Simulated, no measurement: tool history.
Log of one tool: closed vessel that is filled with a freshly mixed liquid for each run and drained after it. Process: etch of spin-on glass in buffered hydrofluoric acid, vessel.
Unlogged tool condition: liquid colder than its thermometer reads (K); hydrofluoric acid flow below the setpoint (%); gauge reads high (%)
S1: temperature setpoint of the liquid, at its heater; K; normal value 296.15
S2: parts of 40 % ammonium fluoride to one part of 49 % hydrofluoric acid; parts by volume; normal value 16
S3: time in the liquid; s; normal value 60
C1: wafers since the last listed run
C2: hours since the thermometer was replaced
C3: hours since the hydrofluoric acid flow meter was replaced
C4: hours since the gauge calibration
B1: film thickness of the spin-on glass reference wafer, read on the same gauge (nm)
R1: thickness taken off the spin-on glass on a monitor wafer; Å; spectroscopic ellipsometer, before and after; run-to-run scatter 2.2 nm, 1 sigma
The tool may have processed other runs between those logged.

{"run": 1, "hour": 0.0, "S1": 296.15, "S2": 16, "S3": 35, "C1": 0, "C2": 2171.5, "C3": 587.4, "C4": 129.3, "B1": 59.99, "R1": 1260.9}
{"run": 2, "hour": 9.8, "S1": 296.15, "S2": 16, "S3": 35, "C1": 649, "C2": 2181.3, "C3": 597.2, "C4": 139.1, "B1": 60, "R1": 1253.6}
{"run": 3, "hour": 16.3, "S1": 296.15, "S2": 16, "S3": 45, "C1": 430, "C2": 2187.8, "C3": 603.7, "C4": 145.6, "B1": 60, "R1": 1625.8}
{"run": 4, "hour": 32.3, "S1": 293.65, "S2": 16, "S3": 60, "C1": 1060, "C2": 2203.8, "C3": 619.7, "C4": 161.6, "B1": 59.98, "R1": 1854.9}
{"run": 5, "hour": 46.2, "S1": 293.65, "S2": 16, "S3": 60, "C1": 920, "C2": 2217.7, "C3": 633.6, "C4": 175.5, "B1": 60.01, "R1": 1863.6}
{"run": 6, "hour": 55.7, "S1": 293.65, "S2": 16, "S3": 60, "C1": 629, "C2": 2227.2, "C3": 643.1, "C4": 185, "B1": 60.01, "R1": 1872.3}
{"run": 7, "hour": 106.6, "S1": 295.15, "S2": 11.5, "S3": 60, "C1": 3372, "C2": 2278.1, "C3": 694, "C4": 235.9, "B1": 59.99, "R1": 2771.2}
{"run": 8, "hour": 123.7, "S1": 293.15, "S2": 16, "S3": 60, "C1": 1132, "C2": 2295.2, "C3": 711.1, "C4": 253, "B1": 59.99, "R1": 1792.9}
{"run": 9, "hour": 130.8, "S1": 293.15, "S2": 16, "S3": 60, "C1": 470, "C2": 2302.3, "C3": 718.2, "C4": 260.1, "B1": 60, "R1": 1767.6}
{"run": 10, "hour": 147.3, "S1": 296.15, "S2": 16, "S3": 60, "C1": 1093, "C2": 2318.8, "C3": 734.7, "C4": 276.6, "B1": 60, "R1": 2122.3}
{"run": 11, "hour": 162.9, "S1": 296.15, "S2": 16, "S3": 60, "C1": 1033, "C2": 2334.4, "C3": 750.3, "C4": 292.2, "B1": 59.99, "R1": 2101.6}
{"run": 12, "hour": 177.4, "S1": 296.15, "S2": 16, "S3": 60, "C1": 960, "C2": 2348.9, "C3": 764.8, "C4": 306.7, "B1": 60.01, "R1": 2089.2}
{"hour": 185.3, "done": "hydrofluoric acid flow meter replaced"}
{"run": 13, "hour": 194.6, "S1": 292.65, "S2": 20.5, "S3": 60, "C1": 1073, "C2": 2366.1, "C3": 9.3, "C4": 323.9, "B1": 59.99, "R1": 1500.5}
{"run": 14, "hour": 202.6, "S1": 292.65, "S2": 20.5, "S3": 60, "C1": 530, "C2": 2374.1, "C3": 17.3, "C4": 331.9, "B1": 60, "R1": 1491.4}
{"run": 15, "hour": 212.4, "S1": 292.65, "S2": 21, "S3": 45, "C1": 649, "C2": 2383.9, "C3": 27.1, "C4": 341.7, "B1": 60, "R1": 1096.9}
{"hour": 215.1, "done": "gauge calibrated"}
{"run": 16, "hour": 218.6, "S1": 296.15, "S2": 16, "S3": 60, "C1": 410, "C2": 2390.1, "C3": 33.3, "C4": 3.5, "B1": 60, "R1": 2315.9}
{"run": 17, "hour": 225.7, "S1": 300.15, "S2": 12.5, "S3": 30, "C1": 470, "C2": 2397.2, "C3": 40.4, "C4": 10.6, "B1": 59.99, "R1": 1783.5}
{"run": 18, "hour": 233.3, "S1": 296.15, "S2": 11, "S3": 85, "C1": 503, "C2": 2404.8, "C3": 48, "C4": 18.2, "B1": 59.98, "R1": 4679.7}
{"hour": 242.8, "done": "thermometer replaced"}
{"run": 19, "hour": 245.7, "S1": 300.65, "S2": 16, "S3": 40, "C1": 755, "C2": 2.9, "C3": 60.4, "C4": 30.6, "B1": 60, "R1": 1928.7}
{"run": 20, "hour": 254.5, "S1": 296.15, "S2": 14, "S3": 40, "C1": 583, "C2": 11.7, "C3": 69.2, "C4": 39.4, "B1": 60, "R1": 1709.5}
{"run": 21, "hour": 269.5, "S1": 296.15, "S2": 16, "S3": 60, "C1": 993, "C2": 26.7, "C3": 84.2, "C4": 54.4, "B1": 60.01, "R1": 2286.9}
{"run": 22, "hour": 280.4, "S1": 299.15, "S2": 9.5, "S3": 80, "C1": 722, "C2": 37.6, "C3": 95.1, "C4": 65.3, "B1": 60.02, "R1": 5798.7}
{"run": 23, "hour": 293.4, "S1": 292.65, "S2": 16, "S3": 60, "C1": 861, "C2": 50.6, "C3": 108.1, "C4": 78.3, "B1": 60, "R1": 1857.2}
{"run": 24, "hour": 300.0, "S1": 299.15, "S2": 9.5, "S3": 75, "C1": 437, "C2": 57.2, "C3": 114.7, "C4": 84.9, "B1": 60, "R1": 5527.2}
{"run": 25, "hour": 316.9, "S1": 296.15, "S2": 16, "S3": 60, "C1": 1119, "C2": 74.1, "C3": 131.6, "C4": 101.8, "B1": 59.99, "R1": 2267}
{"run": 26, "hour": 333.5, "S1": 292.15, "S2": 10, "S3": 60, "C1": 1099, "C2": 90.7, "C3": 148.2, "C4": 118.4, "B1": 60.01, "R1": 2894.6}
{"run": 27, "hour": 346.5, "S1": 296.15, "S2": 16, "S3": 30, "C1": 861, "C2": 103.7, "C3": 161.2, "C4": 131.4, "B1": 60, "R1": 1118}

What if the next run were any one of these 5? Each begins from the tool's condition after run 27:
{"run": "A", "hour": 347.2, "S1": 291.15, "S2": 16, "S3": 60, "C1": 46, "C2": 104.4, "C3": 161.9, "C4": 132.1, "B1": "?", "R1": "?"}
{"run": "B", "hour": 347.2, "S1": 291.65, "S2": 21, "S3": 85, "C1": 46, "C2": 104.4, "C3": 161.9, "C4": 132.1, "B1": "?", "R1": "?"}
{"run": "C", "hour": 347.2, "S1": 296.15, "S2": 18.5, "S3": 60, "C1": 46, "C2": 104.4, "C3": 161.9, "C4": 132.1, "B1": "?", "R1": "?"}
{"run": "D", "hour": 347.2, "S1": 291.65, "S2": 16, "S3": 30, "C1": 46, "C2": 104.4, "C3": 161.9, "C4": 132.1, "B1": "?", "R1": "?"}
{"run": "E", "hour": 347.2, "S1": 296.15, "S2": 10.5, "S3": 60, "C1": 46, "C2": 104.4, "C3": 161.9, "C4": 132.1, "B1": "?", "R1": "?"}

run=A B1=60.02 R1=1725
run=B B1=60.02 R1=1961.7
run=C B1=60.02 R1=1977.2
run=D B1=60.02 R1=887.3
run=E B1=60.02 R1=3446.7
Had the tool no hidden state, the same runs would have come out as:
run=A R1=1759.5
run=B R1=1989.1
run=C R1=2016.8
run=D R1=905.1
run=E R1=3515.2

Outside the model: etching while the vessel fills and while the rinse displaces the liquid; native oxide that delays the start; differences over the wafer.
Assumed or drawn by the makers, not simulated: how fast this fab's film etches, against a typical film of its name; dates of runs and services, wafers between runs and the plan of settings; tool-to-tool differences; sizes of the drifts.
